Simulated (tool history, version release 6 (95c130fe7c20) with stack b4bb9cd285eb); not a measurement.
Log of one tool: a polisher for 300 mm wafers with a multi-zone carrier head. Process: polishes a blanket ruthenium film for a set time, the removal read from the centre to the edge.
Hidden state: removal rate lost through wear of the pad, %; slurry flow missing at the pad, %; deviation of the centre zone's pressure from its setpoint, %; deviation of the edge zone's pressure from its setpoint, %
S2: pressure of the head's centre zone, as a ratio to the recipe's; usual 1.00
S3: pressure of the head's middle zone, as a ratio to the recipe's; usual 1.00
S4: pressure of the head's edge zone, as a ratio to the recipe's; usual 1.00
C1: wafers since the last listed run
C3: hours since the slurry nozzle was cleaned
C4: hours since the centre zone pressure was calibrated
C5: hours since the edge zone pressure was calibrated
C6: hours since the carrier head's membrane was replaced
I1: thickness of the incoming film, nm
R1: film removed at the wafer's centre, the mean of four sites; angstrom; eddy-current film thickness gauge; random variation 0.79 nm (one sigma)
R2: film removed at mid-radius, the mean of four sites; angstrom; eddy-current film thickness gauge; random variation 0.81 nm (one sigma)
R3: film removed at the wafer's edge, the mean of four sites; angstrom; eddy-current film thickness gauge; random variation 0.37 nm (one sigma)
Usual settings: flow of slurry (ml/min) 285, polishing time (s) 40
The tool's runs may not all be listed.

Run 1, hour 0.0: usual settings; C1 0; wafers polished on this pad 1026; C3 501.4; C4 9.1; C5 20.6; C6 883.1; I1 369.8. Result: R1 586 angstrom, R2 612 angstrom, R3 600 angstrom.
Run 2, hour 63.9: usual settings; C1 578; wafers polished on this pad 1604; C3 565.3; C4 73.0; C5 84.5; C6 947.0; I1 367.3. Result: R1 560 angstrom, R2 585 angstrom, R3 580 angstrom.
Run 3, hour 133.7: usual settings; C1 631; wafers polished on this pad 2236; C3 635.1; C4 142.8; C5 154.3; C6 1016.8; I1 367.3. Result: R1 541 angstrom, R2 552 angstrom, R3 542 angstrom.
At hour 138.0: worn pad replaced by a new one.
Run 4, hour 313.3: usual settings but S2 1.04; C1 1588; wafers polished on this pad 1585; C3 814.7; C4 322.4; C5 333.9; C6 1196.4; I1 373.6. Result: R1 570 angstrom, R2 585 angstrom, R3 579 angstrom.
At hour 399.9: worn pad replaced by a new one.
Run 5, hour 437.1: usual settings but S2 1.04; C1 1083; wafers polished on this pad 336; C3 938.5; C4 446.2; C5 457.7; C6 1320.2; I1 362.6. Result: R1 586 angstrom, R2 619 angstrom, R3 607 angstrom.
At hour 495.9: slurry nozzle cleaned.
Run 6, hour 507.6: usual settings but S2 1.04; C1 628; wafers polished on this pad 965; C3 11.7; C4 516.7; C5 528.2; C6 1390.7; I1 369.4. Result: R1 556 angstrom, R2 599 angstrom, R3 603 angstrom.
Run 7, hour 562.1: usual settings; C1 493; wafers polished on this pad 1458; C3 66.2; C4 571.2; C5 582.7; C6 1445.2; I1 362.7. Result: R1 516 angstrom, R2 583 angstrom, R3 577 angstrom.
Run 8, hour 593.1: usual settings; C1 280; wafers polished on this pad 1738; C3 97.2; C4 602.2; C5 613.7; C6 1476.2; I1 374.3. Result: R1 514 angstrom, R2 581 angstrom, R3 578 angstrom.
At hour 623.9: carrier head's membrane replaced by a new one.
Run 9, hour 637.8: usual settings; C1 359; wafers polished on this pad 2097; C3 141.9; C4 646.9; C5 658.4; C6 13.9; I1 369.1. Result: R1 490 angstrom, R2 564 angstrom, R3 546 angstrom.
At hour 649.2: worn pad replaced by a new one.
Run 10, hour 669.4: usual settings; C1 249; wafers polished on this pad 182; C3 173.5; C4 678.5; C5 690.0; C6 45.5; I1 377.4. Result: R1 538 angstrom, R2 612 angstrom, R3 613 angstrom.
Run 11, hour 727.6: usual settings but S3 0.88, S4 1.09; C1 526; wafers polished on this pad 709; C3 231.7; C4 736.7; C5 748.2; C6 103.7; I1 371.0. Result: R1 520 angstrom, R2 561 angstrom, R3 627 angstrom.
Run 12, hour 766.7: usual settings but flow of slurry (ml/min) 190, S2 0.94; C1 353; wafers polished on this pad 1063; C3 270.8; C4 775.8; C5 787.3; C6 142.8; I1 361.7. Result: R1 459 angstrom, R2 581 angstrom, R3 581 angstrom.
At hour 771.2: edge zone pressure recalibrated.
Run 13, hour 830.8: usual settings but flow of slurry (ml/min) 260, S2 0.90, S3 0.89; C1 561; wafers polished on this pad 1625; C3 334.9; C4 839.9; C5 59.6; C6 206.9; I1 369.1. Result: R1 439 angstrom, R2 533 angstrom, R3 577 angstrom.
At hour 886.3: centre zone pressure recalibrated.
Run 14, hour 886.8: usual settings but S3 0.96; C1 488; wafers polished on this pad 2113; C3 390.9; C4 0.5; C5 115.6; C6 262.9; I1 376.8. Result: R1 553 angstrom, R2 528 angstrom, R3 552 angstrom.
At hour 905.1: worn pad replaced by a new one.
Run 15, hour 983.1: usual settings; C1 835; wafers polished on this pad 705; C3 487.2; C4 96.8; C5 211.9; C6 359.2; I1 364.7. Result: R1 584 angstrom, R2 610 angstrom, R3 600 angstrom.
Run 16, hour 1032.1: usual settings but S2 1.04, S4 0.89; C1 443; wafers polished on this pad 1148; C3 536.2; C4 145.8; C5 260.9; C6 408.2; I1 373.8. Result: R1 596 angstrom, R2 605 angstrom, R3 571 angstrom.
Run 17, hour 1081.9: usual settings; C1 450; wafers polished on this pad 1599; C3 586.0; C4 195.6; C5 310.7; C6 458.0; I1 372.4. Result: R1 558 angstrom, R2 585 angstrom, R3 579 angstrom.
Run 18, hour 1121.4: usual settings but S2 0.90; C1 357; wafers polished on this pad 1956; C3 625.5; C4 235.1; C5 350.2; C6 497.5; I1 377.3. Result: R1 477 angstrom, R2 576 angstrom, R3 557 angstrom.
At hour 1180.4: worn pad replaced by a new one.
Run 19, hour 1180.9: usual settings; C1 502; wafers polished on this pad 4; C3 685.0; C4 294.6; C5 409.7; C6 557.0; I1 365.2. Result: R1 590 angstrom, R2 634 angstrom, R3 618 angstrom.
Run 20, hour 1215.1: usual settings but S2 1.04; C1 309; wafers polished on this pad 313; C3 719.2; C4 328.8; C5 443.9; C6 591.2; I1 368.3. Result: R1 604 angstrom, R2 627 angstrom, R3 617 angstrom.

The next listed run, before its measurement:
Run 21, hour 1285.2: usual settings but S2 1.11; C1 634; wafers polished on this pad 947; C3 789.3; C4 398.9; C5 514.0; C6 661.3; I1 372.4. Result: R1 ?, R2 ?, R3 ?.

{"run 21": {"R1": 619, "R2": 614, "R3": 604}}
Without the tool's hidden state the same run would have given R1 682 angstrom, R2 626 angstrom, R3 617 angstrom.
